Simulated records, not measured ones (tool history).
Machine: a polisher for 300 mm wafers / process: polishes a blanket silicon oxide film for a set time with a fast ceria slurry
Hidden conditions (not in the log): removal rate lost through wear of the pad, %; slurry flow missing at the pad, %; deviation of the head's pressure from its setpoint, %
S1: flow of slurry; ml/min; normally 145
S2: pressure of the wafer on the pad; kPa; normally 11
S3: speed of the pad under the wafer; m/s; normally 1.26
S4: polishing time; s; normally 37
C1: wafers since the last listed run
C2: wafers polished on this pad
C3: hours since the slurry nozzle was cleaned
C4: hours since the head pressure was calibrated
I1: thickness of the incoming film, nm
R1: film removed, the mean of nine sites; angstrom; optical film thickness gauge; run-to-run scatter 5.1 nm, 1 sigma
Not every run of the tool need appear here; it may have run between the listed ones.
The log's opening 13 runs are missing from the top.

run    hour   S1    S2    S3  S4    C1     C2     C3     C4      I1    R1
     1074.7  -- slurry nozzle cleaned
 14  1165.1  145    11  1.26  37  1460   9626   90.4  154.6  2320.3  3634
     1223.3  -- worn pad replaced by a new one
 15  1251.7  145    11  1.26  30  1160    399    177  241.2  2339.1  3150
 16  1453.8  170    11   1.7  37  2838   3238  379.1  443.3  2307.1  5184
 17    1537  190     9  0.84  46  1168   4406  462.3  526.5  2331.3  2969
 18  1584.7  125    11  1.26  37   669   5076    510  574.2  2293.2  3538
 19  1758.8  145    11  1.26  37  2445   7522  684.1  748.3  2316.8  3519
 20  1846.7  110    11  1.26  37  1234   8756    772  836.2  2294.8  3056
     1881.4  -- head pressure recalibrated
 21  1947.1  145    11   1.4  37  1382  10139  872.4   65.7  2323.6  3545
     1953.8  -- slurry nozzle cleaned
     1955.2  -- worn pad replaced by a new one
 22  2046.6  170     9  1.46  33  1363   1284   92.8  165.2  2340.4  3398
 23    2131  145   7.6   1.5  37  1185   2469  177.2  249.6  2302.8  3347
 24  2192.5  180    11  1.26  37   863   3333  238.7  311.1  2326.1  4099
 25    2282  160    11   1.1  33  1257   4590  328.2  400.6  2338.9  3110
 26  2347.6  180  13.8  0.86  30   921   5511  393.8  466.2  2360.8  2903
 27  2391.8  165    11  1.64  45   620   6132    438  510.4  2300.4  6021
 28  2442.9  145    11  1.26  37   717   6850  489.1  561.5  2286.4  3688
 29  2539.9  100    11  1.26  37  1362   8212  586.1  658.5  2299.1  3240
 30  2610.7  145    11  1.54  37   994   9207  656.9  729.3  2355.8  4025
 31  2683.6  145    11  1.26  37  1023  10231  729.8  802.2  2335.3  3440
 32  2773.7  145    11  1.26  37  1265  11496  819.9  892.3  2272.3  3334
     2775.7  -- slurry nozzle cleaned
       2824  -- head pressure recalibrated
     2862.9  -- worn pad replaced by a new one
 33  2875.8  145    11  1.26  37  1335    181  100.1   51.8  2318.8  3913
 34  2964.1  145   7.6  1.26  29  1240   1421  188.4  140.1  2360.6  2205
 35  3043.6  145  14.5  1.26  27  1116   2537  267.9  219.6  2343.2  3660
 36    3094  120  13.1  1.54  28   707   3245  318.3    270  2321.3  3936

4 options for the next run, each taken on its own from the tool as it stands now. Forecast them:
  A  3094.4  145    11  1.26  37   5  3251  318.7  270.4  2299.5   ?
  B  3094.4  145    11  1.04  30   5  3251  318.7  270.4  2299.5   ?
  C  3094.4  100   7.6  1.38  33   5  3251  318.7  270.4  2299.5   ?
  D  3094.4  145  12.4  1.26  30   5  3251  318.7  270.4  2299.5   ?

run    R1
  A  3860
  B  2677
  C  2411
  D  3479
Take away the tool's hidden state, keep each run's random variation, and the runs would have read:
run    R1
  A  4081
  B  2830
  C  2587
  D  3678

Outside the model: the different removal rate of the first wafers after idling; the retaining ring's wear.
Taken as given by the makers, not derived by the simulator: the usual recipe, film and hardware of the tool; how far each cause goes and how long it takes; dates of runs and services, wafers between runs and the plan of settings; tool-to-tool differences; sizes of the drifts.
